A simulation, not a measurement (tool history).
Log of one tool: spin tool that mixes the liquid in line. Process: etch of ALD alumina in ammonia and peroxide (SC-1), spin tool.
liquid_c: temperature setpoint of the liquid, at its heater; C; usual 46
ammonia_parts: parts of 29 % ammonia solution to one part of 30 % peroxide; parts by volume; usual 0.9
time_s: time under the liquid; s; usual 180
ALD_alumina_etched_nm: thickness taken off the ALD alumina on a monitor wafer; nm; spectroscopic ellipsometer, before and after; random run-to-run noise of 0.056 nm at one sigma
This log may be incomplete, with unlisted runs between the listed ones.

run     day  liquid_c  ammonia_parts  time_s  wafers since the last listed run  hours since the thermometer was replaced  hours since the ammonia flow meter was replaced  hours since the heated supply line was repaired  hours since the drum of ammonia solution was connected  hours since the gauge calibration  read-back film thickness of the ALD alumina reference wafer, read on the same gauge (nm)  ALD_alumina_etched_nm
  1       0        46            0.9     240                                 0                                      1790                                             73.1                                           3737.4                                                   864.2                                1.1                                                                                    130.02                   13.7
  2   0.262        46            0.9     240                                36                                    1796.3                                             79.4                                           3743.7                                                   870.5                                7.4                                                                                    130.03                  13.65
  3   2.417      39.5            0.9     180                               300                                      1848                                            131.1                                           3795.4                                                   922.2                               59.1                                                                                    130.04                   7.16
  4   3.346        46            0.9     180                               129                                    1870.3                                            153.4                                           3817.7                                                   944.5                               81.4                                                                                    130.04                  10.43
      3.862  -- heated supply line repaired
  5   3.942        51           0.45     120                                77                                    1884.6                                            167.7                                              1.9                                                   958.8                               95.7                                                                                    130.01                   8.61
      4.317  -- new drum of ammonia solution connected
  6   4.338        49            0.9     180                                49                                    1894.1                                            177.2                                             11.4                                                     0.5                              105.2                                                                                    129.98                  12.25
  7   4.921        46           0.45     225                                81                                    1908.1                                            191.2                                             25.4                                                    14.5                              119.2                                                                                    129.99                  12.24
  8   5.521      50.5            0.7     180                                83                                    1922.5                                            205.6                                             39.8                                                    28.9                              133.6                                                                                       130                  13.05
  9   6.075        56            0.6     250                                77                                    1935.8                                            218.9                                             53.1                                                    42.2                              146.9                                                                                    130.02                   23.6
 10   6.567      40.5            0.9     180                                68                                    1947.6                                            230.7                                             64.9                                                      54                              158.7                                                                                    129.96                   7.66
      7.258  -- thermometer replaced
 11   7.279        55            0.5     180                                93                                       0.5                                            247.8                                               82                                                    71.1                              175.8                                                                                    129.95                  14.45
 12   7.658        46           0.75     180                                52                                       9.6                                            256.9                                             91.1                                                    80.2                              184.9                                                                                    130.01                   9.16
 13   8.179        46            0.9     180                                72                                      22.1                                            269.4                                            103.6                                                    92.7                              197.4                                                                                    129.98                    9.4
 14   8.446      42.5            1.2      75                                37                                      28.5                                            275.8                                              110                                                    99.1                              203.8                                                                                    129.98                   3.28
 15    8.95        46           0.55     180                                70                                      40.6                                            287.9                                            122.1                                                   111.2                              215.9                                                                                    130.04                   8.96
 16  10.583      49.5           1.15     215                               227                                      79.8                                            327.1                                            161.3                                                   150.4                              255.1                                                                                       130                  13.91
 17  11.004        38            0.9     180                                58                                      89.9                                            337.2                                            171.4                                                   160.5                              265.2                                                                                       130                   5.87
 18  11.612      38.5            0.9     260                                84                                     104.5                                            351.8                                              186                                                   175.1                              279.8                                                                                    130.07                   8.76
 19  11.892      50.5            0.7     180                                38                                     111.2                                            358.5                                            192.7                                                   181.8                              286.5                                                                                    130.01                  11.88
 20  12.425        38            0.9     120                                74                                       124                                            371.3                                            205.5                                                   194.6                              299.3                                                                                       130                   3.93
 21  12.854        46            0.9     180                                59                                     134.3                                            381.6                                            215.8                                                   204.9                              309.6                                                                                    130.03                   9.36
 22  15.025        46            0.9     180                               302                                     186.4                                            433.7                                            267.9                                                     257                              361.7                                                                                    130.03                   9.43
 23  15.379        40           0.75      85                                49                                     194.9                                            442.2                                            276.4                                                   265.5                              370.2                                                                                    130.01                   3.11
 24  15.721        46           1.05     110                                47                                     203.1                                            450.4                                            284.6                                                   273.7                              378.4                                                                                    130.03                   5.95

Predict each of these 5 candidate next runs independently; none follows another, all start after run 24:
  A  15.742        46            0.9     180                                 2                                     203.6                                            450.9                                            285.1                                                   274.2                              378.9                                                                                         ?                      ?
  B  15.742        54            0.7     180                                 2                                     203.6                                            450.9                                            285.1                                                   274.2                              378.9                                                                                         ?                      ?
  C  15.742        54            1.2     105                                 2                                     203.6                                            450.9                                            285.1                                                   274.2                              378.9                                                                                         ?                      ?
  D  15.742      53.5            0.9     180                                 2                                     203.6                                            450.9                                            285.1                                                   274.2                              378.9                                                                                         ?                      ?
  E  15.742        46            1.2     275                                 2                                     203.6                                            450.9                                            285.1                                                   274.2                              378.9                                                                                         ?                      ?

run  read-back film thickness of the ALD alumina reference wafer, read on the same gauge (nm)  ALD_alumina_etched_nm
  A                                                                                       130                    9.4
  B                                                                                       130                  14.22
  C                                                                                       130                   8.73
  D                                                                                       130                  14.18
  E                                                                                       130                  14.76
Stripped of hidden state, with their random variation kept, the same runs would have yielded:
run  ALD_alumina_etched_nm
  A                   9.13
  B                  13.84
  C                    8.5
  D                   13.8
  E                  14.34

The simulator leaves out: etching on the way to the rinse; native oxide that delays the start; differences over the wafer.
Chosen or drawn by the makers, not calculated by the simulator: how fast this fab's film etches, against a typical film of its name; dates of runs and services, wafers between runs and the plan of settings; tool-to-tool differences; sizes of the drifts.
